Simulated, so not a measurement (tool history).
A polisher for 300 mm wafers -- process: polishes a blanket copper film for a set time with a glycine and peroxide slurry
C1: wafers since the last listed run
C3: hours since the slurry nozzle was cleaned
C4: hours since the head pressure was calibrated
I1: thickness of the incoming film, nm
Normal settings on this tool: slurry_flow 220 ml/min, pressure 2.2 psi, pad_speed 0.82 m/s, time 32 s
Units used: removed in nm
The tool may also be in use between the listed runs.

Run 1, hour 0: usual settings; C1 0; wafers polished on this pad 117; C3 143.2; C4 1228.2; I1 1029.8. Result: removed 132.4 nm.
Run 2, hour 11.1: usual settings; C1 90; wafers polished on this pad 208; C3 154.3; C4 1239.3; I1 1041.8. Result: removed 131.8 nm.
Run 3, hour 28.8: usual settings but time 29 s; C1 144; wafers polished on this pad 352; C3 172; C4 1257; I1 1006.6. Result: removed 117.8 nm.
Run 4, hour 77.1: usual settings but time 29 s; C1 393; wafers polished on this pad 746; C3 220.3; C4 1305.3; I1 1022.7. Result: removed 115.6 nm.
Run 5, hour 94.4: usual settings but time 29 s; C1 140; wafers polished on this pad 887; C3 237.6; C4 1322.6; I1 1034.3. Result: removed 113.7 nm.
Run 6, hour 104.8: usual settings but pressure 2.7 psi, pad_speed 0.64 m/s; C1 84; wafers polished on this pad 971; C3 248; C4 1333; I1 1038. Result: removed 117.5 nm.
Run 7, hour 117.3: usual settings; C1 101; wafers polished on this pad 1073; C3 260.5; C4 1345.5; I1 1025.8. Result: removed 127.4 nm.
Run 8, hour 133.4: usual settings; C1 131; wafers polished on this pad 1204; C3 276.6; C4 1361.6; I1 1022.4. Result: removed 127.5 nm.
At hour 140.5: worn pad replaced by a new one.
Run 9, hour 141.1: usual settings; C1 30; wafers polished on this pad 4; C3 284.3; C4 1369.3; I1 1024.4. Result: removed 120 nm.
Run 10, hour 149.5: usual settings; C1 68; wafers polished on this pad 73; C3 292.7; C4 1377.7; I1 1030.3. Result: removed 117.4 nm.
At hour 160.1: head pressure recalibrated.
Run 11, hour 165.3: usual settings; C1 112; wafers polished on this pad 185; C3 308.5; C4 5.2; I1 1024.6. Result: removed 116.9 nm.
Run 12, hour 175: usual settings; C1 79; wafers polished on this pad 264; C3 318.2; C4 14.9; I1 1030.1. Result: removed 115.5 nm.
Run 13, hour 189.7: usual settings; C1 119; wafers polished on this pad 384; C3 332.9; C4 29.6; I1 1019.1. Result: removed 115.6 nm.
Run 14, hour 202.2: usual settings; C1 101; wafers polished on this pad 486; C3 345.4; C4 42.1; I1 1050.2. Result: removed 115.9 nm.
Run 15, hour 213.4: usual settings; C1 91; wafers polished on this pad 577; C3 356.6; C4 53.3; I1 1022.3. Result: removed 113.1 nm.
Run 16, hour 225.8: usual settings; C1 101; wafers polished on this pad 678; C3 369; C4 65.7; I1 1037. Result: removed 113.4 nm.
Run 17, hour 233.3: usual settings; C1 61; wafers polished on this pad 739; C3 376.5; C4 73.2; I1 1019. Result: removed 114.4 nm.
At hour 242.7: worn pad replaced by a new one, repeated, since the last time left the tool worse.
Run 18, hour 246.9: usual settings but pad_speed 0.58 m/s; C1 78; wafers polished on this pad 34; C3 390.1; C4 86.8; I1 1032.9. Result: removed 104.4 nm.
Run 19, hour 258.7: usual settings but pad_speed 0.64 m/s, time 40 s; C1 96; wafers polished on this pad 130; C3 401.9; C4 98.6; I1 1025.4. Result: removed 136 nm.
Run 20, hour 268.1: usual settings but pressure 1.5 psi, pad_speed 1.06 m/s; C1 76; wafers polished on this pad 207; C3 411.3; C4 108; I1 1025.3. Result: removed 135.2 nm.
Run 21, hour 276.7: usual settings but time 29 s; C1 70; wafers polished on this pad 277; C3 419.9; C4 116.6; I1 1015.7. Result: removed 119.2 nm.
Run 22, hour 285.6: usual settings; C1 72; wafers polished on this pad 349; C3 428.8; C4 125.5; I1 1009.7. Result: removed 128.8 nm.
Run 23, hour 292.6: usual settings; C1 57; wafers polished on this pad 407; C3 435.8; C4 132.5; I1 1024.4. Result: removed 129.3 nm.
Run 24, hour 309.9: usual settings but slurry_flow 160 ml/min; C1 140; wafers polished on this pad 548; C3 453.1; C4 149.8; I1 1047.7. Result: removed 123.6 nm.
Run 25, hour 319.9: usual settings but slurry_flow 160 ml/min, time 35 s; C1 81; wafers polished on this pad 629; C3 463.1; C4 159.8; I1 1020.3. Result: removed 135.6 nm.
At hour 321.6: slurry nozzle cleaned.
Run 26, hour 331.4: usual settings but slurry_flow 155 ml/min; C1 85; wafers polished on this pad 715; C3 9.8; C4 171.3; I1 1024. Result: removed 123.6 nm.
Run 27, hour 347.8: usual settings; C1 133; wafers polished on this pad 848; C3 26.2; C4 187.7; I1 1044.4. Result: removed 125.4 nm.
Run 28, hour 355.9: usual settings but slurry_flow 145 ml/min, pressure 1.6 psi, pad_speed 0.9 m/s, time 42 s; C1 66; wafers polished on this pad 914; C3 34.3; C4 195.8; I1 1048.4. Result: removed 150 nm.
Run 29, hour 364.4: usual settings but slurry_flow 275 ml/min, pressure 2.6 psi, pad_speed 1.02 m/s, time 23 s; C1 69; wafers polished on this pad 983; C3 42.8; C4 204.3; I1 1023.3. Result: removed 120.8 nm.
Run 30, hour 380.9: usual settings but slurry_flow 150 ml/min, pad_speed 0.72 m/s, time 43 s; C1 134; wafers polished on this pad 1118; C3 59.3; C4 220.8; I1 1017.1. Result: removed 148.4 nm.
At hour 385.4: worn pad replaced by a new one.
Run 31, hour 390.4: usual settings but slurry_flow 155 ml/min; C1 44; wafers polished on this pad 40; C3 68.8; C4 230.3; I1 1034.7. Result: removed 131.9 nm.
Run 32, hour 403: usual settings but slurry_flow 165 ml/min, pad_speed 0.66 m/s; C1 102; wafers polished on this pad 143; C3 81.4; C4 242.9; I1 1047.1. Result: removed 110.4 nm.
Run 33, hour 414.9: usual settings but pressure 1.8 psi, pad_speed 0.66 m/s, time 27 s; C1 96; wafers polished on this pad 239; C3 93.3; C4 254.8; I1 1011.7. Result: removed 86.5 nm.
Run 34, hour 425.5: usual settings; C1 86; wafers polished on this pad 326; C3 103.9; C4 265.4; I1 1013.6. Result: removed 128.1 nm.

The next listed run, before its measurement:
Run 35, hour 435.9: usual settings but pressure 1.9 psi; C1 84; wafers polished on this pad 411; C3 114.3; C4 275.8; I1 1045.9. Result: removed ?.

For run 35 the tool returned removed 121 nm.
On a tool with no hidden condition, and with the same random variation, this run would have come out at removed 125.6 nm.
